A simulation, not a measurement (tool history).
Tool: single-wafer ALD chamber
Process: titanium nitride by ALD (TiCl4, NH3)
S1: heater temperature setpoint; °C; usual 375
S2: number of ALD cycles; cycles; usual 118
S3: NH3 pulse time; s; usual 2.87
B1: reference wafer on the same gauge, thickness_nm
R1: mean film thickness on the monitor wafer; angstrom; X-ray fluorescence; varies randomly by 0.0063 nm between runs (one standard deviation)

run	day	S1	S2	S3	B1	R1
1	0.000	375	118	2.87	2.190	25.01
2	1.058	386	106	2.87	2.188	22.47
3	2.125	375	118	2.58	2.190	25.04
4	3.571	375	118	2.58	2.192	24.89
# day 3.692: gauge calibrated
5	4.888	375	118	2.87	2.189	25.03
6	5.408	375	118	2.87	2.189	25.11
7	6.329	375	118	2.87	2.192	25.10
8	6.983	375	118	2.87	2.188	25.08
9	8.321	367	118	2.87	2.188	24.73
# day 9.933: showerhead replaced
10	9.954	367	118	2.87	2.190	24.73
11	11.488	367	118	2.87	2.191	24.81
12	12.875	375	118	2.87	2.191	24.88
13	14.350	375	118	2.87	2.190	25.00
14	15.358	375	118	2.87	2.189	25.00
15	16.242	375	104	2.87	2.191	22.05
16	17.117	375	104	2.87	2.192	22.16
# day 18.229: thermocouple changed; heater temperature recalibrated
17	18.479	375	136	2.30	2.191	28.49
18	19.062	375	118	2.87	2.188	24.95
19	19.758	375	118	2.87	2.191	24.97
20	20.525	389	129	1.78	2.190	27.05
21	21.712	381	139	2.87	2.193	29.61
22	23.000	386	126	2.87	2.191	26.86
23	23.838	388	105	2.87	2.192	22.44
24	24.433	369	97	3.56	2.191	20.57
25	25.767	386	102	2.87	2.187	21.72
26	26.462	360	104	2.32	2.194	21.35
27	30.658	375	118	2.87	2.191	25.11
28	32.017	387	102	3.91	2.190	21.96
29	33.138	370	118	3.60	2.190	25.02
30	34.321	375	118	2.87	2.190	24.87
# day 35.008: gauge calibrated
31	35.638	385	101	3.87	2.191	21.70
32	36.638	375	118	2.87	2.190	25.13
33	37.592	375	118	2.87	2.191	24.87
34	38.279	360	139	2.46	2.191	28.64
35	39.379	366	104	3.53	2.189	22.05
36	40.550	387	118	2.33	2.192	24.99
37	41.562	382	136	1.82	2.193	28.52
38	42.617	375	118	3.80	2.191	25.24
39	44.008	364	110	2.22	2.190	22.66
40	44.846	375	118	2.87	2.189	25.13
41	45.788	384	118	2.87	2.187	25.07

State the hidden condition of the tool at each of the runs:
wafer temperature above the value expected at the setpoint (K): 0 on each run
gauge reads high (%): 0 on each run

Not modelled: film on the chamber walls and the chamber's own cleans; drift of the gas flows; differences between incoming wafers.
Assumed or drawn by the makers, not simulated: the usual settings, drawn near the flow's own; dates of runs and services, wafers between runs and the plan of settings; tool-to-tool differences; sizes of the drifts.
